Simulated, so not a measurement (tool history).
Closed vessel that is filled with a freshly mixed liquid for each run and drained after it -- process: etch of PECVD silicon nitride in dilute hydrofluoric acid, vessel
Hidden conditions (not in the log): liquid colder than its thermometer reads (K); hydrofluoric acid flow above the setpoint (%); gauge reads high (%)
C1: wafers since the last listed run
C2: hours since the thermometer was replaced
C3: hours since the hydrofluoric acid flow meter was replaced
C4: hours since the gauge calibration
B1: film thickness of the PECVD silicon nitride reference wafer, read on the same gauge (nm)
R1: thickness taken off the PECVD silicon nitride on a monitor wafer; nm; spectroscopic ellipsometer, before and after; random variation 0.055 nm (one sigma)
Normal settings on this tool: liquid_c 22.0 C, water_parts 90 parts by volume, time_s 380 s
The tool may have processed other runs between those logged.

run 1 day=0.000 | liquid_c=22.0 water_parts=70 time_s=380 | C1=0 C2=2023.4 C3=1478.5 C4=2931.5 | B1=140.02 | R1=8.65
run 2 day=3.683 | liquid_c=22.0 water_parts=90 time_s=460 | C1=5011 C2=2111.8 C3=1566.9 C4=3019.9 | B1=140.02 | R1=8.25
-- day=5.408 hydrofluoric acid flow meter replaced
run 3 day=7.092 | liquid_c=22.0 water_parts=90 time_s=460 | C1=4580 C2=2193.6 C3=40.4 C4=3101.7 | B1=140.00 | R1=7.93
run 4 day=10.279 | liquid_c=22.0 water_parts=80 time_s=380 | C1=4337 C2=2270.1 C3=116.9 C4=3178.2 | B1=139.98 | R1=7.41
-- day=11.692 gauge calibrated
run 5 day=12.025 | liquid_c=22.0 water_parts=90 time_s=380 | C1=2375 C2=2312.0 C3=158.8 C4=8.0 | B1=139.98 | R1=6.57
run 6 day=14.396 | liquid_c=22.0 water_parts=90 time_s=380 | C1=3225 C2=2368.9 C3=215.7 C4=64.9 | B1=139.99 | R1=6.63
run 7 day=16.779 | liquid_c=22.0 water_parts=90 time_s=380 | C1=3242 C2=2426.1 C3=272.9 C4=122.1 | B1=140.00 | R1=6.61
run 8 day=20.342 | liquid_c=22.0 water_parts=90 time_s=380 | C1=4847 C2=2511.6 C3=358.4 C4=207.6 | B1=140.00 | R1=6.56
-- day=22.233 thermometer replaced
run 9 day=23.342 | liquid_c=20.0 water_parts=135 time_s=225 | C1=4025 C2=26.6 C3=430.4 C4=279.6 | B1=140.01 | R1=2.30
run 10 day=26.000 | liquid_c=26.0 water_parts=130 time_s=380 | C1=3617 C2=90.4 C3=494.2 C4=343.4 | B1=139.96 | R1=6.01
run 11 day=29.958 | liquid_c=18.0 water_parts=110 time_s=485 | C1=5385 C2=185.4 C3=589.2 C4=438.4 | B1=140.04 | R1=5.36
run 12 day=33.225 | liquid_c=22.0 water_parts=55 time_s=450 | C1=4444 C2=263.8 C3=667.6 C4=516.8 | B1=140.00 | R1=12.62
run 13 day=34.871 | liquid_c=22.0 water_parts=90 time_s=380 | C1=2239 C2=303.3 C3=707.1 C4=556.3 | B1=140.00 | R1=6.60
run 14 day=37.462 | liquid_c=25.5 water_parts=65 time_s=310 | C1=3526 C2=365.5 C3=769.3 C4=618.5 | B1=139.98 | R1=9.45
run 15 day=39.375 | liquid_c=18.5 water_parts=50 time_s=380 | C1=2602 C2=411.4 C3=815.2 C4=664.4 | B1=140.00 | R1=9.39
run 16 day=41.704 | liquid_c=18.5 water_parts=75 time_s=470 | C1=3169 C2=467.3 C3=871.1 C4=720.3 | B1=139.99 | R1=7.80
run 17 day=44.771 | liquid_c=22.0 water_parts=90 time_s=380 | C1=4172 C2=540.9 C3=944.7 C4=793.9 | B1=140.00 | R1=6.74
run 18 day=47.962 | liquid_c=22.0 water_parts=90 time_s=240 | C1=4342 C2=617.5 C3=1021.3 C4=870.5 | B1=139.99 | R1=4.25
run 19 day=52.329 | liquid_c=24.5 water_parts=90 time_s=225 | C1=5941 C2=722.3 C3=1126.1 C4=975.3 | B1=139.95 | R1=4.74
run 20 day=55.367 | liquid_c=18.0 water_parts=110 time_s=485 | C1=4133 C2=795.2 C3=1199.0 C4=1048.2 | B1=140.00 | R1=5.53
run 21 day=57.404 | liquid_c=24.0 water_parts=110 time_s=575 | C1=2772 C2=844.1 C3=1247.9 C4=1097.1 | B1=140.01 | R1=9.64
run 22 day=61.842 | liquid_c=22.0 water_parts=90 time_s=380 | C1=6037 C2=950.6 C3=1354.4 C4=1203.6 | B1=140.04 | R1=6.72
run 23 day=68.388 | liquid_c=19.0 water_parts=50 time_s=220 | C1=8906 C2=1107.7 C3=1511.5 C4=1360.7 | B1=139.98 | R1=5.76
run 24 day=70.929 | liquid_c=26.0 water_parts=65 time_s=550 | C1=3458 C2=1168.7 C3=1572.5 C4=1421.7 | B1=140.03 | R1=17.95
-- day=72.638 hydrofluoric acid flow meter replaced
run 25 day=74.475 | liquid_c=26.5 water_parts=45 time_s=475 | C1=4767 C2=1253.8 C3=44.1 C4=1506.8 | B1=140.02 | R1=21.42
run 26 day=77.525 | liquid_c=18.5 water_parts=50 time_s=380 | C1=4150 C2=1327.0 C3=117.3 C4=1580.0 | B1=139.99 | R1=9.12
run 27 day=80.742 | liquid_c=18.0 water_parts=110 time_s=485 | C1=4376 C2=1404.2 C3=194.5 C4=1657.2 | B1=139.97 | R1=5.32

What will run 28 give?
run 28 day=83.417 | liquid_c=17.5 water_parts=75 time_s=555 | C1=3639 C2=1468.4 C3=258.7 C4=1721.4 | B1=? | R1=?

{"run 28": {"B1": 139.96, "R1": 8.34}}
Take away the tool's hidden state, keep the run-to-run variation as it was, and the same run would have given R1 8.16 nm.
